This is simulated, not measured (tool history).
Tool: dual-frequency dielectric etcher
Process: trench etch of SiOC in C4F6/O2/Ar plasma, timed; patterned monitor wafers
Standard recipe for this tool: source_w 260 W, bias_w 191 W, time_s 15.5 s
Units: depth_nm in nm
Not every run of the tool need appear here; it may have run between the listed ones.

run   hour  source_w  bias_w  time_s  wafers since the last listed run  hours since the last wet clean  hours since the last source power generator calibration  hours since the last bias power generator calibration  hours since the last upper electrode change  hours since the gauge calibration  read-back reference wafer on the same gauge, depth_nm  depth_nm
  1      0       210     209    15.5                                 0                           254.9                                                   3873.7                                                 1836.6                                         5421                              172.4                                                  33.81     28.05
  2   22.6       210     209    15.5                               419                           277.5                                                   3896.3                                                 1859.2                                       5443.6                                195                                                   33.8     28.03
  3   32.5       210     209    15.5                               183                           287.4                                                   3906.2                                                 1869.1                                       5453.5                              204.9                                                  33.78     28.04
  4   39.2       260     191    15.5                               124                           294.1                                                   3912.9                                                 1875.8                                       5460.2                              211.6                                                  33.81      29.7
  5   45.9       260     191    15.5                               124                           300.8                                                   3919.6                                                 1882.5                                       5466.9                              218.3                                                  33.78     29.64
  6   53.4       260     191    15.5                               139                           308.3                                                   3927.1                                                   1890                                       5474.4                              225.8                                                  33.79     29.59
  7     64       260     191    15.5                               196                           318.9                                                   3937.7                                                 1900.6                                         5485                              236.4                                                   33.8     29.67
  8   76.5       260     191    15.5                               232                           331.4                                                   3950.2                                                 1913.1                                       5497.5                              248.9                                                   33.8     29.54
  9   87.7       260     191    15.5                               208                           342.6                                                   3961.4                                                 1924.3                                       5508.7                              260.1                                                  33.82     29.58
 10   96.1       260     191    15.5                               156                             351                                                   3969.8                                                 1932.7                                       5517.1                              268.5                                                  33.79     29.53
     101.8  -- gauge calibrated
 11  109.2       200     205      20                               243                           364.1                                                   3982.9                                                 1945.8                                       5530.2                                7.4                                                   33.8     34.89
 12  125.2       260     191    15.5                               297                           380.1                                                   3998.9                                                 1961.8                                       5546.2                               23.4                                                  33.79     29.54
     151.1  -- source power generator calibrated
 13  151.6       310     143      20                               416                           406.5                                                      0.5                                                 1988.2                                       5572.6                               49.8                                                  33.79     35.68
     169.2  -- bias power generator calibrated
     179.4  -- upper electrode replaced
 14  179.9       220     191      13                               262                           434.8                                                     28.8                                                   10.7                                          0.5                               78.1                                                  33.81     22.81
 15  180.2       320     235    19.5                                 5                           435.1                                                     29.1                                                     11                                          0.8                               78.4                                                   33.8     44.72
 16  182.4       280     165      13                                40                           437.3                                                     31.3                                                   13.2                                            3                               80.6                                                  33.78     23.74
     206.5  -- wet clean of the chamber
 17    207       260     191    17.5                                11                             0.5                                                     55.9                                                   37.8                                         27.6                              105.2                                                  33.81     34.03
 18  212.7       260     191      20                               105                             6.2                                                     61.6                                                   43.5                                         33.3                              110.9                                                  33.78     38.81
 19  226.3       260     204    13.5                               252                            19.8                                                     75.2                                                   57.1                                         46.9                              124.5                                                   33.8     27.04
 20  242.3       260     163      12                               297                            35.8                                                     91.2                                                   73.1                                         62.9                              140.5                                                  33.81     21.51
 21  259.4       260     191    15.5                               317                            52.9                                                    108.3                                                   90.2                                           80                              157.6                                                   33.8     30.02

For some of the steps in depth_nm from one run to the next: how much would appear even if the tool had no hidden state, given the settings, what came in and random variation, and how much remains for the hidden state plus any gauge scatter that the measured result and the result without hidden state don't share?
Hidden conditions of the tool in this case: etch rate over this chamber's usual, %; source power that arrives over what is set, %; bias power that arrives over what is set, %; gauge reads high (%).
Run 14 -> 15: source_w 220 -> 320, bias_w 191 -> 235, time_s 13 -> 19.5. depth_nm +21.91 nm: hidden state -0.46, all else +22.37.
Run 15 -> 16: source_w 320 -> 280, bias_w 235 -> 165, time_s 19.5 -> 13. depth_nm -20.98 nm: hidden state +0.43, all else -21.41.
Run 16 -> 17: source_w 280 -> 260, bias_w 165 -> 191, time_s 13 -> 17.5, wet clean of the chamber. depth_nm +10.29 nm: hidden state +0.52, all else +9.77.

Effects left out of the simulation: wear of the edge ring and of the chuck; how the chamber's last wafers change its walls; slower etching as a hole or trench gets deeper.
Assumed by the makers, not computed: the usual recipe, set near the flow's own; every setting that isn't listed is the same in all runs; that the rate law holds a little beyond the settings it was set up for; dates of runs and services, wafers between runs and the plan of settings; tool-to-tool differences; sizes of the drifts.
